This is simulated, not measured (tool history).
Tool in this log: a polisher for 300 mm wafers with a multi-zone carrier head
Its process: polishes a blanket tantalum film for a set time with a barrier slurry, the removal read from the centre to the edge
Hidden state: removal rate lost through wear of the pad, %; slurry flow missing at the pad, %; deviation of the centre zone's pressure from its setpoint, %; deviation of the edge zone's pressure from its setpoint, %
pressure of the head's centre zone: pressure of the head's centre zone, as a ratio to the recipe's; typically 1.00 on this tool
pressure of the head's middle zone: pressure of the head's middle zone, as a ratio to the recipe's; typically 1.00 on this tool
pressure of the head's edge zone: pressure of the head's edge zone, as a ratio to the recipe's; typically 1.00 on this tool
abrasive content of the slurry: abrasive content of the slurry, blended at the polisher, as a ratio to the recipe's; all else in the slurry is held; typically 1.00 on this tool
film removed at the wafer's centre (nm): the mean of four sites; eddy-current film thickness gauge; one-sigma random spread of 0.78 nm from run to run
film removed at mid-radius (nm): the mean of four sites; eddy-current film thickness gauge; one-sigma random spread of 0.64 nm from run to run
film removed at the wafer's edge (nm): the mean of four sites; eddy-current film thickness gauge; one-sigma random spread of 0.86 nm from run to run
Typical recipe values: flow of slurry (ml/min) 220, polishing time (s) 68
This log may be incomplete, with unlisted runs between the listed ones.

run	hour	flow of slurry (ml/min)	pressure of the head's centre zone	pressure of the head's middle zone	pressure of the head's edge zone	abrasive content of the slurry	polishing time (s)	wafers since the last listed run	wafers polished on this pad	hours since the slurry nozzle was cleaned	hours since the centre zone pressure was calibrated	hours since the edge zone pressure was calibrated	hours since the carrier head's membrane was replaced	incoming thickness of the incoming film, nm	film removed at the wafer's centre (nm)	film removed at mid-radius (nm)	film removed at the wafer's edge (nm)
1	0.0	220	1.00	1.00	1.00	1.00	68	0	41	58.5	225.0	131.8	634.7	267.2	55.1	54.6	54.9
2	73.0	220	1.00	1.00	1.00	1.00	68	894	935	131.5	298.0	204.8	707.7	269.9	54.1	54.2	54.4
3	90.6	220	0.93	1.00	1.00	1.00	68	215	1151	149.1	315.6	222.4	725.3	273.4	50.8	53.0	54.2
4	119.5	220	0.93	1.00	1.00	1.00	68	354	1505	178.0	344.5	251.3	754.2	265.6	50.3	53.5	52.7
# hour 128.3: carrier head's membrane replaced by a new one
5	138.0	220	1.00	1.00	1.00	1.00	68	165	1670	196.5	363.0	269.8	9.7	267.6	52.9	52.0	52.9
# hour 148.3: worn pad replaced by a new one, repeated, since the last time left the tool worse
6	161.3	220	1.00	1.00	1.00	1.00	68	236	158	219.8	386.3	293.1	33.0	273.1	63.2	61.3	60.4
7	183.1	220	1.00	1.00	1.00	1.00	68	267	426	241.6	408.1	314.9	54.8	272.0	61.9	62.0	60.6
8	212.2	220	1.04	1.04	1.00	1.00	45	356	782	270.7	437.2	344.0	83.9	266.2	43.7	42.3	39.9
# hour 240.6: centre zone pressure recalibrated
9	245.9	255	0.90	1.00	0.90	1.00	83	388	1170	304.4	5.3	377.7	117.6	271.7	68.7	75.5	71.6
10	263.6	220	1.00	1.11	0.96	1.15	44	216	1387	322.1	23.0	395.4	135.3	271.9	39.7	42.7	39.8
11	282.4	220	1.00	0.94	1.00	0.85	81	230	1618	340.9	41.8	414.2	154.1	268.8	69.3	67.9	67.5
12	318.3	220	1.00	1.00	1.00	1.00	68	439	2057	376.8	77.7	450.1	190.0	270.8	60.2	59.5	57.7
# hour 332.8: worn pad replaced by a new one
13	338.5	220	1.00	1.00	1.00	1.00	68	198	69	397.0	97.9	470.3	210.2	265.8	61.5	61.9	62.2
14	358.9	220	1.00	1.00	1.00	1.00	46	249	319	417.4	118.3	490.7	230.6	270.2	42.3	42.2	41.3
# hour 433.4: edge zone pressure recalibrated
# hour 433.8: slurry nozzle cleaned
15	445.0	220	1.00	1.04	1.00	1.00	68	1025	1344	11.2	204.4	11.6	316.7	267.8	60.6	62.2	61.4
16	473.3	220	1.00	0.88	1.00	1.00	68	346	1691	39.5	232.7	39.9	345.0	270.6	60.1	56.4	59.0
17	497.6	150	1.00	1.00	1.00	0.75	68	297	1989	63.8	257.0	64.2	369.3	270.1	52.8	53.3	54.0
18	516.2	220	1.00	1.00	0.90	1.00	59	227	2217	82.4	275.6	82.8	387.9	267.2	51.1	50.7	48.2
19	529.8	220	1.05	1.00	1.00	1.00	68	166	2383	96.0	289.2	96.4	401.5	271.8	61.5	59.3	60.0
# hour 558.8: worn pad replaced by a new one
20	559.3	270	1.00	1.05	1.00	1.00	68	312	6	125.5	318.7	125.9	431.0	269.7	63.1	65.5	62.5
21	587.0	220	1.00	1.00	1.00	1.00	68	339	345	153.2	346.4	153.6	458.7	270.7	62.4	62.0	61.9
22	673.3	220	0.97	1.11	0.94	0.85	68	1057	1403	239.5	432.7	239.9	545.0	267.6	58.9	61.6	56.6

A few steps of film removed at the wafer's centre (nm) between consecutive runs. Split each: what settings, incoming material and random variation would produce without the hidden state, and what is left over for the hidden state, along with gauge scatter present in only one of the two compared results (measured, and without hidden state):
Run 5 -> 6: worn pad replaced by a new one, repeated, since the last time left the tool worse. film removed at the wafer's centre (nm) +10.3: hidden state +9.2, all else +1.1.
Run 9 -> 10: flow of slurry (ml/min) 255 -> 220, pressure of the head's centre zone 0.90 -> 1.00, pressure of the head's middle zone 1.00 -> 1.11, pressure of the head's edge zone 0.90 -> 0.96, abrasive content of the slurry 1.00 -> 1.15, polishing time (s) 83 -> 44. film removed at the wafer's centre (nm) -29.0: hidden state +0.3, all else -29.3.
Run 10 -> 11: pressure of the head's middle zone 1.11 -> 0.94, pressure of the head's edge zone 0.96 -> 1.00, abrasive content of the slurry 1.15 -> 0.85, polishing time (s) 44 -> 81. film removed at the wafer's centre (nm) +29.6: hidden state -1.3, all else +30.9.
Run 19 -> 20: flow of slurry (ml/min) 220 -> 270, pressure of the head's centre zone 1.05 -> 1.00, pressure of the head's middle zone 1.00 -> 1.05, worn pad replaced by a new one. film removed at the wafer's centre (nm) +1.6: hidden state +3.9, all else -2.3.

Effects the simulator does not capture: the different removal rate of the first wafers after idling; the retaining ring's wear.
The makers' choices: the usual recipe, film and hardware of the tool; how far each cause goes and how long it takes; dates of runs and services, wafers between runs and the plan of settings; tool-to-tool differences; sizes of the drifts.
